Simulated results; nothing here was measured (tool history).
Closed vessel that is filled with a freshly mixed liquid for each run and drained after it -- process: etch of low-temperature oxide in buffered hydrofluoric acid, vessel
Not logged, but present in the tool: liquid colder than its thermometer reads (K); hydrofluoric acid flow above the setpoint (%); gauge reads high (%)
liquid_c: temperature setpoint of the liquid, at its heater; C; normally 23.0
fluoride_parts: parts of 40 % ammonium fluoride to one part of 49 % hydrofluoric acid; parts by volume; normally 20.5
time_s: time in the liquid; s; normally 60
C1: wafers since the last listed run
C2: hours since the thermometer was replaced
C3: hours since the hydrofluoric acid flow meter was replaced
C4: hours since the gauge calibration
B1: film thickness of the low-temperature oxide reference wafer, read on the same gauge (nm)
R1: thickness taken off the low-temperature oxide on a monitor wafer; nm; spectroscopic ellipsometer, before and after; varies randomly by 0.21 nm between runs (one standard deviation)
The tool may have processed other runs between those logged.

{"run": 1, "hour": 0.0, "liquid_c": 23.0, "fluoride_parts": 20.5, "time_s": 75, "C1": 0, "C2": 1653.6, "C3": 427.8, "C4": 42.5, "B1": 110.02, "R1": 83.99}
{"run": 2, "hour": 49.1, "liquid_c": 23.0, "fluoride_parts": 20.5, "time_s": 60, "C1": 5154, "C2": 1702.7, "C3": 476.9, "C4": 91.6, "B1": 110.03, "R1": 67.75}
{"run": 3, "hour": 73.7, "liquid_c": 23.0, "fluoride_parts": 20.5, "time_s": 60, "C1": 2582, "C2": 1727.3, "C3": 501.5, "C4": 116.2, "B1": 110.02, "R1": 67.54}
{"run": 4, "hour": 102.9, "liquid_c": 23.0, "fluoride_parts": 20.5, "time_s": 85, "C1": 3065, "C2": 1756.5, "C3": 530.7, "C4": 145.4, "B1": 109.98, "R1": 95.82}
{"run": 5, "hour": 159.6, "liquid_c": 23.0, "fluoride_parts": 20.5, "time_s": 85, "C1": 5952, "C2": 1813.2, "C3": 587.4, "C4": 202.1, "B1": 109.98, "R1": 95.63}
{"run": 6, "hour": 212.2, "liquid_c": 23.0, "fluoride_parts": 20.5, "time_s": 85, "C1": 5522, "C2": 1865.8, "C3": 640.0, "C4": 254.7, "B1": 109.99, "R1": 95.8}
{"run": 7, "hour": 252.3, "liquid_c": 23.0, "fluoride_parts": 20.5, "time_s": 60, "C1": 4210, "C2": 1905.9, "C3": 680.1, "C4": 294.8, "B1": 109.96, "R1": 67.66}
{"run": 8, "hour": 276.3, "liquid_c": 23.0, "fluoride_parts": 20.5, "time_s": 60, "C1": 2519, "C2": 1929.9, "C3": 704.1, "C4": 318.8, "B1": 110.02, "R1": 67.8}
{"run": 9, "hour": 331.2, "liquid_c": 23.0, "fluoride_parts": 20.5, "time_s": 60, "C1": 5763, "C2": 1984.8, "C3": 759.0, "C4": 373.7, "B1": 110.02, "R1": 67.72}
{"run": 10, "hour": 377.7, "liquid_c": 23.0, "fluoride_parts": 20.5, "time_s": 60, "C1": 4882, "C2": 2031.3, "C3": 805.5, "C4": 420.2, "B1": 109.99, "R1": 68.05}
{"run": 11, "hour": 434.0, "liquid_c": 23.0, "fluoride_parts": 20.5, "time_s": 60, "C1": 5910, "C2": 2087.6, "C3": 861.8, "C4": 476.5, "B1": 109.99, "R1": 68.02}
{"run": 12, "hour": 460.5, "liquid_c": 23.0, "fluoride_parts": 20.5, "time_s": 60, "C1": 2782, "C2": 2114.1, "C3": 888.3, "C4": 503.0, "B1": 110.0, "R1": 68.34}
{"hour": 499.3, "done": "thermometer replaced"}
{"run": 13, "hour": 519.0, "liquid_c": 23.0, "fluoride_parts": 20.5, "time_s": 60, "C1": 6036, "C2": 19.7, "C3": 946.8, "C4": 561.5, "B1": 109.98, "R1": 68.45}
{"run": 14, "hour": 547.4, "liquid_c": 25.0, "fluoride_parts": 20.5, "time_s": 80, "C1": 2981, "C2": 48.1, "C3": 975.2, "C4": 589.9, "B1": 110.01, "R1": 101.75}
{"run": 15, "hour": 749.7, "liquid_c": 28.0, "fluoride_parts": 15.0, "time_s": 95, "C1": 21239, "C2": 250.4, "C3": 1177.5, "C4": 792.2, "B1": 110.03, "R1": 195.81}
{"hour": 755.3, "done": "hydrofluoric acid flow meter replaced"}
{"run": 16, "hour": 809.1, "liquid_c": 18.5, "fluoride_parts": 26.5, "time_s": 60, "C1": 6131, "C2": 309.8, "C3": 53.8, "C4": 851.6, "B1": 110.02, "R1": 43.66}
{"run": 17, "hour": 841.5, "liquid_c": 26.5, "fluoride_parts": 17.0, "time_s": 85, "C1": 3401, "C2": 342.2, "C3": 86.2, "C4": 884.0, "B1": 110.01, "R1": 138.35}
{"run": 18, "hour": 880.8, "liquid_c": 24.5, "fluoride_parts": 20.5, "time_s": 35, "C1": 4126, "C2": 381.5, "C3": 125.5, "C4": 923.3, "B1": 109.98, "R1": 42.72}
{"run": 19, "hour": 951.7, "liquid_c": 23.0, "fluoride_parts": 24.0, "time_s": 50, "C1": 7443, "C2": 452.4, "C3": 196.4, "C4": 994.2, "B1": 109.98, "R1": 49.95}
{"run": 20, "hour": 990.0, "liquid_c": 19.0, "fluoride_parts": 20.5, "time_s": 60, "C1": 4021, "C2": 490.7, "C3": 234.7, "C4": 1032.5, "B1": 109.99, "R1": 54.02}
{"run": 21, "hour": 1025.2, "liquid_c": 23.0, "fluoride_parts": 20.5, "time_s": 70, "C1": 3695, "C2": 525.9, "C3": 269.9, "C4": 1067.7, "B1": 110.01, "R1": 78.86}
{"hour": 1055.3, "done": "gauge calibrated"}
{"run": 22, "hour": 1205.4, "liquid_c": 23.0, "fluoride_parts": 20.5, "time_s": 60, "C1": 18919, "C2": 706.1, "C3": 450.1, "C4": 150.1, "B1": 110.0, "R1": 67.39}
{"run": 23, "hour": 1270.2, "liquid_c": 23.0, "fluoride_parts": 20.5, "time_s": 60, "C1": 6803, "C2": 770.9, "C3": 514.9, "C4": 214.9, "B1": 110.0, "R1": 68.01}
{"run": 24, "hour": 1301.7, "liquid_c": 25.0, "fluoride_parts": 20.5, "time_s": 80, "C1": 3307, "C2": 802.4, "C3": 546.4, "C4": 246.4, "B1": 109.98, "R1": 101.31}
{"run": 25, "hour": 1332.4, "liquid_c": 18.0, "fluoride_parts": 13.0, "time_s": 60, "C1": 3223, "C2": 833.1, "C3": 577.1, "C4": 277.1, "B1": 110.01, "R1": 80.41}
{"run": 26, "hour": 1391.6, "liquid_c": 23.0, "fluoride_parts": 15.5, "time_s": 60, "C1": 6215, "C2": 892.3, "C3": 636.3, "C4": 336.3, "B1": 109.98, "R1": 89.51}

The same runs without the tool's hidden state, with the same run-to-run variation:
run=1 R1=83.05
run=2 R1=66.91
run=3 R1=66.66
run=4 R1=94.52
run=5 R1=94.21
run=6 R1=94.26
run=7 R1=66.51
run=8 R1=66.59
run=9 R1=66.40
run=10 R1=66.62
run=11 R1=66.48
run=12 R1=66.72
run=13 R1=66.71
run=14 R1=99.07
run=15 R1=188.06
run=16 R1=43.35
run=17 R1=136.81
run=18 R1=42.35
run=19 R1=49.43
run=20 R1=53.41
run=21 R1=77.91
run=22 R1=66.30
run=23 R1=66.80
run=24 R1=99.41
run=25 R1=78.25
run=26 R1=86.93
